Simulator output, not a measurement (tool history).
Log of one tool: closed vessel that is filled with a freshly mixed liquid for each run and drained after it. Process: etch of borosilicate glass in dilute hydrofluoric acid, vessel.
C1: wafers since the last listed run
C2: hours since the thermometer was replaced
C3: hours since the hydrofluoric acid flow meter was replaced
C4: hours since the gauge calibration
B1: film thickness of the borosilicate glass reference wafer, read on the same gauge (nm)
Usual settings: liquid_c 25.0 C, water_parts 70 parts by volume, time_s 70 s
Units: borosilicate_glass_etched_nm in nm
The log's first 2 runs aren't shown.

Run 3, hour 40.7: usual settings; C1 1104; C2 2797.7; C3 538.2; C4 26.6; B1 70.00. Result: borosilicate_glass_etched_nm 52.14 nm.
Run 4, hour 62.9: usual settings; C1 1976; C2 2819.9; C3 560.4; C4 48.8; B1 69.98. Result: borosilicate_glass_etched_nm 52.27 nm.
Run 5, hour 112.1: usual settings but liquid_c 21.5 C; C1 4380; C2 2869.1; C3 609.6; C4 98.0; B1 70.02. Result: borosilicate_glass_etched_nm 45.25 nm.
Run 6, hour 138.6: usual settings but liquid_c 21.5 C; C1 2359; C2 2895.6; C3 636.1; C4 124.5; B1 70.00. Result: borosilicate_glass_etched_nm 45.00 nm.
Run 7, hour 163.0: usual settings but liquid_c 21.5 C; C1 2172; C2 2920.0; C3 660.5; C4 148.9; B1 69.99. Result: borosilicate_glass_etched_nm 45.10 nm.
Run 8, hour 182.3: usual settings; C1 1718; C2 2939.3; C3 679.8; C4 168.2; B1 70.00. Result: borosilicate_glass_etched_nm 52.39 nm.
Run 9, hour 210.9: usual settings; C1 2546; C2 2967.9; C3 708.4; C4 196.8; B1 69.99. Result: borosilicate_glass_etched_nm 52.17 nm.
Run 10, hour 236.7: usual settings; C1 2297; C2 2993.7; C3 734.2; C4 222.6; B1 70.01. Result: borosilicate_glass_etched_nm 52.46 nm.
Run 11, hour 270.3: usual settings; C1 2991; C2 3027.3; C3 767.8; C4 256.2; B1 70.01. Result: borosilicate_glass_etched_nm 52.26 nm.
Run 12, hour 302.0: usual settings but liquid_c 22.0 C; C1 2822; C2 3059.0; C3 799.5; C4 287.9; B1 70.00. Result: borosilicate_glass_etched_nm 45.91 nm.
Run 13, hour 330.1: usual settings but liquid_c 28.5 C; C1 2502; C2 3087.1; C3 827.6; C4 316.0; B1 69.99. Result: borosilicate_glass_etched_nm 59.88 nm.
Run 14, hour 348.6: usual settings but liquid_c 28.5 C; C1 1647; C2 3105.6; C3 846.1; C4 334.5; B1 70.00. Result: borosilicate_glass_etched_nm 59.76 nm.
Run 15, hour 361.9: usual settings but liquid_c 28.5 C; C1 1184; C2 3118.9; C3 859.4; C4 347.8; B1 69.99. Result: borosilicate_glass_etched_nm 60.20 nm.
At hour 375.3: thermometer replaced.
Run 16, hour 376.0: usual settings; C1 1166; C2 0.7; C3 873.5; C4 361.9; B1 69.98. Result: borosilicate_glass_etched_nm 56.80 nm.
Run 17, hour 409.2: usual settings; C1 2956; C2 33.9; C3 906.7; C4 395.1; B1 69.99. Result: borosilicate_glass_etched_nm 56.34 nm.
Run 18, hour 428.0: usual settings but liquid_c 28.0 C, water_parts 100 parts by volume, time_s 35 s; C1 1673; C2 52.7; C3 925.5; C4 413.9; B1 70.01. Result: borosilicate_glass_etched_nm 21.24 nm.
At hour 449.2: gauge calibrated.
Run 19, hour 462.4: usual settings but water_parts 55 parts by volume, time_s 90 s; C1 3063; C2 87.1; C3 959.9; C4 13.2; B1 70.00. Result: borosilicate_glass_etched_nm 94.98 nm.
Run 20, hour 486.1: usual settings; C1 2110; C2 110.8; C3 983.6; C4 36.9; B1 70.01. Result: borosilicate_glass_etched_nm 56.24 nm.
Run 21, hour 509.3: usual settings but liquid_c 27.0 C, time_s 100 s; C1 2065; C2 134.0; C3 1006.8; C4 60.1; B1 70.00. Result: borosilicate_glass_etched_nm 87.23 nm.
Run 22, hour 531.6: usual settings but liquid_c 27.0 C, water_parts 60 parts by volume; C1 1985; C2 156.3; C3 1029.1; C4 82.4; B1 69.99. Result: borosilicate_glass_etched_nm 72.28 nm.
Run 23, hour 563.2: usual settings but liquid_c 23.0 C, water_parts 100 parts by volume; C1 2813; C2 187.9; C3 1060.7; C4 114.0; B1 70.02. Result: borosilicate_glass_etched_nm 35.15 nm.
At hour 575.7: hydrofluoric acid flow meter replaced.
Run 24, hour 589.6: usual settings but liquid_c 28.5 C, water_parts 35 parts by volume, time_s 35 s; C1 2261; C2 214.3; C3 13.9; C4 140.4; B1 70.00. Result: borosilicate_glass_etched_nm 68.14 nm.
Run 25, hour 611.0: usual settings but time_s 90 s; C1 1905; C2 235.7; C3 35.3; C4 161.8; B1 70.00. Result: borosilicate_glass_etched_nm 72.15 nm.
Run 26, hour 625.6: usual settings but water_parts 85 parts by volume, time_s 90 s; C1 1299; C2 250.3; C3 49.9; C4 176.4; B1 70.00. Result: borosilicate_glass_etched_nm 58.20 nm.
Run 27, hour 660.7: usual settings but liquid_c 29.0 C, water_parts 95 parts by volume, time_s 55 s; C1 3125; C2 285.4; C3 85.0; C4 211.5; B1 70.01. Result: borosilicate_glass_etched_nm 36.99 nm.

The next listed run, before its measurement:
Run 28, hour 684.9: usual settings but water_parts 95 parts by volume; C1 2154; C2 309.6; C3 109.2; C4 235.7; B1 ?. Result: borosilicate_glass_etched_nm ?.

B1: 69.98
borosilicate_glass_etched_nm: 39.80 nm
Without the tool's hidden state the same run would have given borosilicate_glass_etched_nm 40.43 nm.
